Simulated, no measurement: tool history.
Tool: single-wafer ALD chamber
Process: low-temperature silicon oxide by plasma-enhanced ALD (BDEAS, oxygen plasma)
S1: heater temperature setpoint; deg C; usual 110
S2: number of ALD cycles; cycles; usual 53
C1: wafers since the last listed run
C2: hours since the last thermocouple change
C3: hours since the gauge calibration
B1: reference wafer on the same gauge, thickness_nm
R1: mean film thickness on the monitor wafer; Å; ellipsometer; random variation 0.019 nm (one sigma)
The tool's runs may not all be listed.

{"run": 1, "hour": 0.0, "S1": 106, "S2": 53, "C1": 0, "C2": 1853.0, "C3": 193.2, "B1": 6.568, "R1": 68.88}
{"run": 2, "hour": 37.2, "S1": 110, "S2": 53, "C1": 272, "C2": 1890.2, "C3": 230.4, "B1": 6.575, "R1": 68.51}
{"run": 3, "hour": 78.6, "S1": 104, "S2": 53, "C1": 303, "C2": 1931.6, "C3": 271.8, "B1": 6.585, "R1": 69.23}
{"run": 4, "hour": 128.3, "S1": 110, "S2": 50, "C1": 364, "C2": 1981.3, "C3": 321.5, "B1": 6.594, "R1": 64.61}
{"run": 5, "hour": 184.8, "S1": 110, "S2": 50, "C1": 414, "C2": 2037.8, "C3": 378.0, "B1": 6.596, "R1": 64.98}
{"run": 6, "hour": 237.2, "S1": 110, "S2": 50, "C1": 384, "C2": 2090.2, "C3": 430.4, "B1": 6.606, "R1": 65.11}
{"run": 7, "hour": 283.2, "S1": 100, "S2": 53, "C1": 337, "C2": 2136.2, "C3": 476.4, "B1": 6.61, "R1": 70.37}
{"run": 8, "hour": 373.9, "S1": 100, "S2": 53, "C1": 665, "C2": 2226.9, "C3": 567.1, "B1": 6.614, "R1": 70.03}
{"run": 9, "hour": 467.4, "S1": 110, "S2": 53, "C1": 685, "C2": 2320.4, "C3": 660.6, "B1": 6.618, "R1": 69.22}
{"run": 10, "hour": 527.4, "S1": 110, "S2": 53, "C1": 440, "C2": 2380.4, "C3": 720.6, "B1": 6.63, "R1": 69.13}
{"run": 11, "hour": 605.2, "S1": 110, "S2": 53, "C1": 570, "C2": 2458.2, "C3": 798.4, "B1": 6.63, "R1": 69.09}
{"run": 12, "hour": 658.9, "S1": 123, "S2": 60, "C1": 393, "C2": 2511.9, "C3": 852.1, "B1": 6.631, "R1": 76.96}
{"run": 13, "hour": 704.8, "S1": 110, "S2": 53, "C1": 336, "C2": 2557.8, "C3": 898.0, "B1": 6.637, "R1": 68.97}
{"hour": 779.5, "done": "thermocouple changed; heater temperature recalibrated"}
{"run": 14, "hour": 799.9, "S1": 110, "S2": 53, "C1": 638, "C2": 20.4, "C3": 993.1, "B1": 6.631, "R1": 69.28}
{"run": 15, "hour": 836.6, "S1": 116, "S2": 50, "C1": 269, "C2": 57.1, "C3": 1029.8, "B1": 6.635, "R1": 64.56}
{"run": 16, "hour": 884.9, "S1": 99, "S2": 45, "C1": 354, "C2": 105.4, "C3": 1078.1, "B1": 6.632, "R1": 59.77}
{"run": 17, "hour": 946.0, "S1": 110, "S2": 53, "C1": 448, "C2": 166.5, "C3": 1139.2, "B1": 6.641, "R1": 69.39}
{"hour": 1021.2, "done": "gauge calibrated"}
{"run": 18, "hour": 1078.9, "S1": 110, "S2": 61, "C1": 974, "C2": 299.4, "C3": 57.7, "B1": 6.549, "R1": 78.74}
{"run": 19, "hour": 1147.2, "S1": 110, "S2": 44, "C1": 500, "C2": 367.7, "C3": 126.0, "B1": 6.566, "R1": 57.25}
{"run": 20, "hour": 1217.6, "S1": 110, "S2": 53, "C1": 516, "C2": 438.1, "C3": 196.4, "B1": 6.585, "R1": 68.66}
{"run": 21, "hour": 1258.0, "S1": 121, "S2": 43, "C1": 296, "C2": 478.5, "C3": 236.8, "B1": 6.587, "R1": 54.62}
{"run": 22, "hour": 1306.5, "S1": 122, "S2": 50, "C1": 355, "C2": 527.0, "C3": 285.3, "B1": 6.596, "R1": 63.52}

The tool's hidden state at each run:
wafer temperature above the value expected at the setpoint (K): 0 in every run
H1: gauge reads high (%)
run=1 H1=0.471
run=2 H1=0.573
run=3 H1=0.675
run=4 H1=0.784
run=5 H1=0.893
run=6 H1=0.982
run=7 H1=1.05
run=8 H1=1.16
run=9 H1=1.26
run=10 H1=1.31
run=11 H1=1.36
run=12 H1=1.39
run=13 H1=1.41
run=14 H1=1.46
run=15 H1=1.47
run=16 H1=1.48
run=17 H1=1.5
run=18 H1=0.176
run=19 H1=0.428
run=20 H1=0.647
run=21 H1=0.756
run=22 H1=0.873

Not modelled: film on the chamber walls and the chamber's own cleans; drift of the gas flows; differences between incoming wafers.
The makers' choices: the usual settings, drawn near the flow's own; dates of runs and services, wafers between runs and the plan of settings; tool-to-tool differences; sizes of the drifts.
